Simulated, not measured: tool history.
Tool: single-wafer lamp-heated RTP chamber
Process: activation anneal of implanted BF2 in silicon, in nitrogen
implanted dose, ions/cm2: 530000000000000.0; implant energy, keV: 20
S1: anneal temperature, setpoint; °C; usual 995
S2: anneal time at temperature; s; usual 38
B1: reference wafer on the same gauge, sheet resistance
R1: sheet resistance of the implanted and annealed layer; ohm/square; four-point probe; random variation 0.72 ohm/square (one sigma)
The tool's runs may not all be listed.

run 1 hour=0.0 | S1=995 S2=38 | B1=223.88 | R1=252.71
run 2 hour=190.0 | S1=995 S2=38 | B1=223.81 | R1=254.63
run 3 hour=283.3 | S1=995 S2=38 | B1=223.96 | R1=253.49
-- hour=344.4 pyrometer window cleaned and pyrometer calibrated
run 4 hour=351.6 | S1=981 S2=33 | B1=224.16 | R1=265.48
run 5 hour=409.4 | S1=981 S2=33 | B1=223.92 | R1=265.66
run 6 hour=506.8 | S1=995 S2=38 | B1=224.01 | R1=253.20
-- hour=557.8 reflector plate cleaned
run 7 hour=562.3 | S1=995 S2=38 | B1=223.88 | R1=253.05
run 8 hour=635.3 | S1=995 S2=47 | B1=223.86 | R1=250.05
run 9 hour=722.7 | S1=995 S2=47 | B1=223.88 | R1=251.21
run 10 hour=765.9 | S1=995 S2=47 | B1=224.11 | R1=251.53
run 11 hour=846.6 | S1=995 S2=38 | B1=223.86 | R1=253.79
run 12 hour=952.6 | S1=995 S2=38 | B1=224.01 | R1=253.18
run 13 hour=1058.0 | S1=986 S2=32 | B1=224.17 | R1=262.17
-- hour=1107.6 pyrometer window cleaned and pyrometer calibrated
run 14 hour=1208.8 | S1=986 S2=32 | B1=223.80 | R1=261.30
-- hour=1236.0 reflector plate cleaned
run 15 hour=1377.3 | S1=995 S2=46 | B1=224.19 | R1=251.46
run 16 hour=1429.0 | S1=981 S2=53 | B1=223.99 | R1=259.37
run 17 hour=1490.3 | S1=1023 S2=50 | B1=224.10 | R1=236.00
run 18 hour=1776.8 | S1=1020 S2=38 | B1=224.03 | R1=241.30
run 19 hour=1874.3 | S1=982 S2=44 | B1=224.06 | R1=261.16
-- hour=1899.5 pyrometer window cleaned and pyrometer calibrated
run 20 hour=1926.1 | S1=995 S2=48 | B1=224.23 | R1=251.30
run 21 hour=1996.2 | S1=970 S2=45 | B1=224.03 | R1=268.84
run 22 hour=2091.0 | S1=985 S2=46 | B1=223.88 | R1=257.11
-- hour=2110.2 reflector plate cleaned
run 23 hour=2133.9 | S1=966 S2=30 | B1=223.97 | R1=281.68
run 24 hour=2230.5 | S1=1015 S2=46 | B1=223.92 | R1=241.14
run 25 hour=2298.4 | S1=1003 S2=59 | B1=224.03 | R1=243.50
run 26 hour=2396.6 | S1=983 S2=30 | B1=224.14 | R1=265.90
run 27 hour=2514.0 | S1=1018 S2=45 | B1=224.09 | R1=240.83
-- hour=2523.8 gauge calibrated
run 28 hour=2610.1 | S1=995 S2=38 | B1=224.06 | R1=255.00
-- hour=2623.7 pyrometer window cleaned and pyrometer calibrated
run 29 hour=2670.2 | S1=985 S2=38 | B1=223.99 | R1=261.30
run 30 hour=2773.9 | S1=1013 S2=46 | B1=223.96 | R1=240.73
-- hour=2845.0 reflector plate cleaned
run 31 hour=2879.5 | S1=995 S2=38 | B1=223.89 | R1=254.88
run 32 hour=2958.0 | S1=1010 S2=38 | B1=224.11 | R1=245.35
run 33 hour=3033.4 | S1=995 S2=38 | B1=223.85 | R1=252.89
run 34 hour=3134.2 | S1=995 S2=38 | B1=223.96 | R1=253.41
run 35 hour=3190.1 | S1=995 S2=38 | B1=223.98 | R1=254.09
run 36 hour=3284.6 | S1=968 S2=48 | B1=223.99 | R1=271.56
run 37 hour=3373.6 | S1=975 S2=56 | B1=223.85 | R1=261.43

3 ways to go on from here, each from the tool as it stands after run 37. What would each give?
run A hour=3374.0 | S1=1017 S2=38 | B1=? | R1=?
run B hour=3374.0 | S1=987 S2=32 | B1=? | R1=?
run C hour=3374.0 | S1=978 S2=27 | B1=? | R1=?

run=A B1=223.98 R1=240.49
run=B B1=223.98 R1=259.21
run=C B1=223.98 R1=269.24
Without the tool's hidden state the same runs would have given:
run=A R1=240.49
run=B R1=259.21
run=C R1=269.24
